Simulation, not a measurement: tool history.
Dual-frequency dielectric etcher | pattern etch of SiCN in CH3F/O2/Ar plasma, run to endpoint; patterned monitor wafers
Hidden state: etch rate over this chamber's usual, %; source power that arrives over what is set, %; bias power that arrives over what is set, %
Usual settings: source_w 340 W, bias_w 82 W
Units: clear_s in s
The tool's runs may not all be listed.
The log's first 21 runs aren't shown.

run	hour	source_w	bias_w	wafers since the last listed run	hours since the last wet clean	hours since the last source power generator calibration	hours since the last bias power generator calibration	hours since the last upper electrode change	incoming incoming film thickness, nm	clear_s
22	488.5	340	82	193	145.2	14.5	347.8	90.1	11.64	32.1
23	513.8	340	97	350	170.5	39.8	373.1	115.4	11.61	30.7
24	528.2	280	97	199	184.9	54.2	387.5	129.8	11.56	34.1
25	561.6	370	74	462	218.3	87.6	420.9	163.2	11.55	32
26	590.9	340	82	405	247.6	116.9	450.2	192.5	11.61	32.8
27	607	370	66	223	263.7	133	466.3	208.6	11.58	33.9
28	621.3	420	102	198	278	147.3	480.6	222.9	11.52	26.7
29	651.2	260	63	414	307.9	177.2	510.5	252.8	11.53	42.5
30	674.1	370	82	317	330.8	200.1	533.4	275.7	11.76	31.8
31	690.4	370	100	225	347.1	216.4	549.7	292	11.58	29.2
32	715.4	340	82	346	372.1	241.4	574.7	317	11.55	33
33	755	270	64	548	411.7	281	614.3	356.6	11.64	42.4
# hour 781: wet clean of the chamber
34	781.5	310	75	34	0.5	307.5	640.8	383.1	11.56	34.2

5 ways to go on from here, each from the tool as it stands after run 34. What would each give?
A	781.9	340	89	5	0.9	307.9	641.2	383.5	11.57	?
B	781.9	400	98	5	0.9	307.9	641.2	383.5	11.57	?
C	781.9	280	88	5	0.9	307.9	641.2	383.5	11.57	?
D	781.9	410	99	5	0.9	307.9	641.2	383.5	11.57	?
E	781.9	410	82	5	0.9	307.9	641.2	383.5	11.57	?

run	clear_s
A	30.7
B	27.2
C	34.6
D	26.7
E	28.6
Without the tool's hidden state the same runs would have given:
run	clear_s
A	30.7
B	27.1
C	34.6
D	26.7
E	28.6

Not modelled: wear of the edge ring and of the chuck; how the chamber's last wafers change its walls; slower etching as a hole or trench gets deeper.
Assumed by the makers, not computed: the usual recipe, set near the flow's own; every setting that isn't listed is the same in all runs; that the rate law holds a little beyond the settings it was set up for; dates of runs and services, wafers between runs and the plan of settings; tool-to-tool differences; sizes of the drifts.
